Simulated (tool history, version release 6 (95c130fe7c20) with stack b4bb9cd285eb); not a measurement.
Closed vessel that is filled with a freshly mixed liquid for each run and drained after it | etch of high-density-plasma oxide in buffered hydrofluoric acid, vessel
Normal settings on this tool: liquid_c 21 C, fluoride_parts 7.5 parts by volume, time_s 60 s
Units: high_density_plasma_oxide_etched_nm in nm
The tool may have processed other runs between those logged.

run,day,liquid_c,fluoride_parts,time_s,wafers since the last listed run,hours since the thermometer was replaced,hours since the hydrofluoric acid flow meter was replaced,hours since the gauge calibration,"read-back film thickness of the high-density-plasma oxide reference wafer, read on the same gauge (nm)",high_density_plasma_oxide_etched_nm
1,0,21,7.5,60,0,993.7,1460.5,341.3,90,119.53
2,0.321,21,7.5,60,976,1001.4,1468.2,349,90,118.29
3,0.704,21,7.5,80,1166,1010.6,1477.4,358.2,90.01,161.96
# day 0.962: hydrofluoric acid flow meter replaced
4,1.196,21,7.5,80,1369,1022.4,5.6,370,90.01,163.09
5,1.783,21,7.5,60,1788,1036.5,19.7,384.1,90,121.6
6,3.104,17.5,7.5,60,4019,1068.2,51.4,415.8,90.01,100.73
7,3.792,17.5,7.5,60,2092,1084.7,67.9,432.3,89.99,99.23
8,4.171,21,7.5,60,1153,1093.8,77,441.4,89.99,121.41
9,4.896,24,7.5,60,2206,1111.2,94.4,458.8,90,142.9
10,5.312,22.5,5,90,1268,1121.2,104.4,468.8,90.01,287.85
11,6.033,24,10,70,2193,1138.5,121.7,486.1,90.01,128.34
12,6.708,17,7.5,80,2054,1154.7,137.9,502.3,90,132.77
13,7.412,24,9,30,2143,1171.6,154.8,519.2,90,59.39
# day 7.583: thermometer replaced
# day 7.933: gauge calibrated
14,7.958,21,7.5,85,1534,9,167.9,0.6,90,155.8
15,8.342,17,7.5,60,1166,18.2,177.1,9.8,89.98,86.6
16,8.683,21,7.5,50,1039,26.4,185.3,18,90.02,89.75
17,10.654,17,5,30,5998,73.7,232.6,65.3,89.97,61.64
18,10.908,21,10,80,773,79.8,238.7,71.4,90.01,111.92
19,11.617,18,6,30,2155,96.8,255.7,88.4,90.01,57.45
20,12.204,21,10,85,1788,110.9,269.8,102.5,90,119.96
21,12.483,21,7.5,90,849,117.6,276.5,109.2,89.99,161.86
22,13.192,17,5,60,2155,134.6,293.5,126.2,90,126.35
23,13.462,21,7.5,60,824,141.1,300,132.7,90.01,109.76
24,13.85,18,6,30,1179,150.4,309.3,142,90.01,57.76
25,14.371,22.5,5,30,1585,162.9,321.8,154.5,89.99,86.1
26,15.058,17.5,7.5,90,2092,179.4,338.3,171,90,137.43
27,15.633,18,5.5,40,1750,193.2,352.1,184.8,89.98,82.13
28,15.954,21,7.5,60,976,200.9,359.8,192.5,89.99,109.75
29,16.604,21,8.5,60,1978,216.5,375.4,208.1,90,97.56
30,17.062,21,8.5,50,1394,227.5,386.4,219.1,89.99,81.45
31,17.754,25.5,6,40,2105,244.1,403,235.7,90.02,118.29
32,18.192,21,7.5,75,1331,254.6,413.5,246.2,90,139.98
33,18.55,21,7.5,60,1090,263.2,422.1,254.8,90,110.91

Below, some changes in high_density_plasma_oxide_etched_nm between adjacent runs. For each, the amount present without the hidden state too (settings, incoming material, random variation) and the amount remaining for the hidden state with gauge scatter not shared by both compared results:
Hidden state at play: liquid hotter than its thermometer reads (K); hydrofluoric acid flow above the setpoint (%); gauge reads high (%).
Run 9 -> 10: liquid_c 24 -> 22.5, fluoride_parts 7.5 -> 5, time_s 60 -> 90. high_density_plasma_oxide_etched_nm +144.95 nm: hidden state +16.99, all else +127.96.
Run 10 -> 11: liquid_c 22.5 -> 24, fluoride_parts 5 -> 10, time_s 90 -> 70. high_density_plasma_oxide_etched_nm -159.51 nm: hidden state -18.32, all else -141.19.
Run 12 -> 13: liquid_c 17 -> 24, fluoride_parts 7.5 -> 9, time_s 80 -> 30. high_density_plasma_oxide_etched_nm -73.38 nm: hidden state -9.19, all else -64.19.
Run 13 -> 14: liquid_c 24 -> 21, fluoride_parts 9 -> 7.5, time_s 30 -> 85, thermometer replaced, gauge calibrated. high_density_plasma_oxide_etched_nm +96.41 nm: hidden state -5.8, all else +102.21.
